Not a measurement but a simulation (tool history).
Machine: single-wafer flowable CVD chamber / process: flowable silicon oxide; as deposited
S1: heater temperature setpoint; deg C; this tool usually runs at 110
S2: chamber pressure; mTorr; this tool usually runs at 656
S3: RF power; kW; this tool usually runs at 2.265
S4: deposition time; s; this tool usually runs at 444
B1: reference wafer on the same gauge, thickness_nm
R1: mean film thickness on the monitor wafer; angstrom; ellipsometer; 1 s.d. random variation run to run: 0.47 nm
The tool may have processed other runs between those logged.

Run 1, hour 0.0: usual settings; B1 113.818. Result: R1 1380.18 angstrom.
Run 2, hour 24.9: usual settings; B1 114.139. Result: R1 1383.10 angstrom.
Run 3, hour 42.9: usual settings but S2 693 mTorr, S3 2.460 kW; B1 114.122. Result: R1 1486.01 angstrom.
Run 4, hour 60.7: usual settings but S2 693 mTorr, S3 2.460 kW; B1 114.021. Result: R1 1483.77 angstrom.
Run 5, hour 82.5: usual settings; B1 114.024. Result: R1 1382.57 angstrom.
Run 6, hour 101.3: usual settings; B1 114.003. Result: R1 1380.80 angstrom.
At hour 102.2: gauge calibrated.
Run 7, hour 117.7: usual settings but S1 123 deg C, S3 1.970 kW, S4 356 s; B1 113.882. Result: R1 693.43 angstrom.
Run 8, hour 152.8: usual settings but S2 513 mTorr, S4 370 s; B1 113.955. Result: R1 897.25 angstrom.
Run 9, hour 185.2: usual settings but S3 2.710 kW; B1 114.115. Result: R1 1416.33 angstrom.
At hour 215.2: RF generator calibrated.
Run 10, hour 215.7: usual settings but S1 118 deg C; B1 114.113. Result: R1 1063.82 angstrom.
Run 11, hour 234.4: usual settings but S3 1.910 kW; B1 113.947. Result: R1 1369.03 angstrom.
At hour 273.7: showerhead replaced.
Run 12, hour 274.2: usual settings; B1 113.994. Result: R1 1396.55 angstrom.
At hour 299.9: thermocouple changed; heater temperature recalibrated.
Run 13, hour 300.4: usual settings but S1 96 deg C, S2 777 mTorr, S3 2.570 kW, S4 483 s; B1 114.024. Result: R1 3123.77 angstrom.
Run 14, hour 325.1: usual settings but S2 807 mTorr; B1 113.951. Result: R1 1727.74 angstrom.
Run 15, hour 351.3: usual settings; B1 114.019. Result: R1 1397.45 angstrom.
Run 16, hour 382.3: usual settings but S2 578 mTorr; B1 113.908. Result: R1 1230.82 angstrom.
At hour 406.4: capacitance manometer re-zeroed and calibrated.
Run 17, hour 410.9: usual settings but S3 2.705 kW; B1 114.044. Result: R1 1445.09 angstrom.
Run 18, hour 446.6: usual settings but S3 2.520 kW, S4 504 s; B1 113.985. Result: R1 1607.65 angstrom.
Run 19, hour 480.6: usual settings but S3 2.540 kW; B1 113.864. Result: R1 1422.41 angstrom.
Run 20, hour 495.5: usual settings but S1 96 deg C, S3 2.495 kW; B1 114.049. Result: R1 2409.17 angstrom.
Run 21, hour 509.4: usual settings but S1 119 deg C, S3 2.380 kW, S4 393 s; B1 113.946. Result: R1 907.33 angstrom.
Run 22, hour 523.4: usual settings; B1 113.959. Result: R1 1393.20 angstrom.
Run 23, hour 542.4: usual settings; B1 114.182. Result: R1 1389.34 angstrom.
Run 24, hour 555.2: usual settings but S1 96 deg C, S2 576 mTorr, S3 2.060 kW, S4 526 s; B1 113.917. Result: R1 2409.33 angstrom.
Run 25, hour 588.8: usual settings; B1 113.941. Result: R1 1397.57 angstrom.
Run 26, hour 607.0: usual settings; B1 113.956. Result: R1 1391.35 angstrom.
Run 27, hour 630.1: usual settings; B1 114.031. Result: R1 1386.96 angstrom.
Run 28, hour 646.0: usual settings but S1 114 deg C, S4 477 s; B1 114.079. Result: R1 1292.45 angstrom.

Predict each of these 4 candidate next runs independently; none follows another, all start after run 28:
Run A, hour 646.5: usual settings; B1 ?. Result: R1 ?.
Run B, hour 646.5: usual settings but S1 125 deg C, S2 700 mTorr, S3 2.145 kW, S4 401 s; B1 ?. Result: R1 ?.
Run C, hour 646.5: usual settings but S1 99 deg C, S4 416 s; B1 ?. Result: R1 ?.
Run D, hour 646.5: usual settings but S1 106 deg C, S2 720 mTorr, S3 2.610 kW, S4 379 s; B1 ?. Result: R1 ?.

run       B1       R1
  A  114.010  1388.00
  B  114.010   804.85
  C  114.010  1970.82
  D  114.010  1545.09
Stripped of hidden state, with their random variation kept, the same runs would have yielded:
run       R1
  A  1400.76
  B   813.27
  C  1988.95
  D  1557.41
